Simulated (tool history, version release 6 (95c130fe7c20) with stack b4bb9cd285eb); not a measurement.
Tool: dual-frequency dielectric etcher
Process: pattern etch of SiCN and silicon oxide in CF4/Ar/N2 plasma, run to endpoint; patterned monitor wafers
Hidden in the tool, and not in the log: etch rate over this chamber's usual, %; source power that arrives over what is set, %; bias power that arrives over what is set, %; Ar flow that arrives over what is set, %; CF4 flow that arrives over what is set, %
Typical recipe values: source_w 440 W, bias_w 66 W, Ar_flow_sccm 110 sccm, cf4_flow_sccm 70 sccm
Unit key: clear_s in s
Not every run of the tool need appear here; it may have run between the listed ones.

run,hour,source_w,bias_w,Ar_flow_sccm,cf4_flow_sccm,wafers since the last listed run,hours since the last wet clean,hours since the last source power generator calibration,hours since the last bias power generator calibration,hours since the last Ar flow controller change,hours since the last CF4 flow controller change,hours since the last upper electrode change,"incoming incoming film thickness, nm",clear_s
1,0.0,510,66,110,70,0,145.7,3270.7,1154.9,2774.7,1882.5,2303.5,15.40,16.7
2,51.6,440,66,110,70,673,197.3,3322.3,1206.5,2826.3,1934.1,2355.1,15.36,18.4
3,85.4,440,66,110,70,441,231.1,3356.1,1240.3,2860.1,1967.9,2388.9,15.46,18.4
4,126.2,440,66,110,70,532,271.9,3396.9,1281.1,2900.9,2008.7,2429.7,15.26,17.7
5,165.4,440,66,110,70,511,311.1,3436.1,1320.3,2940.1,2047.9,2468.9,15.39,18.1
6,221.2,440,66,110,70,728,366.9,3491.9,1376.1,2995.9,2103.7,2524.7,15.35,17.9
7,252.4,380,66,110,70,407,398.1,3523.1,1407.3,3027.1,2134.9,2555.9,15.52,19.8
8,301.3,380,66,110,70,638,447.0,3572.0,1456.2,3076.0,2183.8,2604.8,15.41,19.7
# hour 342.5: wet clean of the chamber
9,345.0,380,66,110,70,257,2.5,3615.7,1499.9,3119.7,2227.5,2648.5,15.32,21.9
10,406.8,440,66,110,70,806,64.3,3677.5,1561.7,3181.5,2289.3,2710.3,15.51,20.0
# hour 441.9: upper electrode replaced
# hour 444.3: source power generator calibrated
# hour 446.0: CF4 flow controller replaced
11,446.5,440,66,110,70,151,104.0,2.2,1601.4,3221.2,0.5,4.6,15.50,20.0
# hour 467.0: Ar flow controller replaced
12,475.9,440,79,110,70,305,133.4,31.6,1630.8,8.9,29.9,34.0,15.51,18.8
# hour 539.2: wet clean of the chamber, repeated, since the last time left the tool worse
13,539.7,330,66,134,70,519,0.5,95.4,1694.6,72.7,93.7,97.8,15.37,23.0
14,546.8,440,66,95,70,92,7.6,102.5,1701.7,79.8,100.8,104.9,15.53,18.5
# hour 551.1: bias power generator calibrated
15,606.4,520,60,110,70,725,67.2,162.1,55.3,139.4,160.4,164.5,15.48,17.5
16,654.5,360,60,110,78,627,115.3,210.2,103.4,187.5,208.5,212.6,15.49,21.8
17,710.5,370,76,93,80,730,171.3,266.2,159.4,243.5,264.5,268.6,15.41,18.7
18,750.3,360,60,110,78,519,211.1,306.0,199.2,283.3,304.3,308.4,15.27,21.2
19,813.7,440,66,110,70,827,274.5,369.4,262.6,346.7,367.7,371.8,15.41,18.6
20,876.2,440,66,110,70,815,337.0,431.9,325.1,409.2,430.2,434.3,15.29,18.0
# hour 1042.5: wet clean of the chamber
21,1050.8,440,66,110,70,1965,8.3,606.5,499.7,583.8,604.8,608.9,15.48,19.1
22,1091.6,340,71,118,83,532,49.1,647.3,540.5,624.6,645.6,649.7,15.31,21.1

Here are 4 independent what-if runs from the current tool condition. What would each one return?
A,1092.0,440,66,110,70,5,49.5,647.7,540.9,625.0,646.0,650.1,15.17,?
B,1092.0,520,60,96,56,5,49.5,647.7,540.9,625.0,646.0,650.1,15.17,?
C,1092.0,440,66,129,62,5,49.5,647.7,540.9,625.0,646.0,650.1,15.17,?
D,1092.0,340,58,99,87,5,49.5,647.7,540.9,625.0,646.0,650.1,15.17,?

run,clear_s
A,18.5
B,17.1
C,19.4
D,21.8
Take away the tool's hidden state, keep each run's random variation, and the runs would have read:
run,clear_s
A,18.5
B,17.1
C,19.4
D,21.8

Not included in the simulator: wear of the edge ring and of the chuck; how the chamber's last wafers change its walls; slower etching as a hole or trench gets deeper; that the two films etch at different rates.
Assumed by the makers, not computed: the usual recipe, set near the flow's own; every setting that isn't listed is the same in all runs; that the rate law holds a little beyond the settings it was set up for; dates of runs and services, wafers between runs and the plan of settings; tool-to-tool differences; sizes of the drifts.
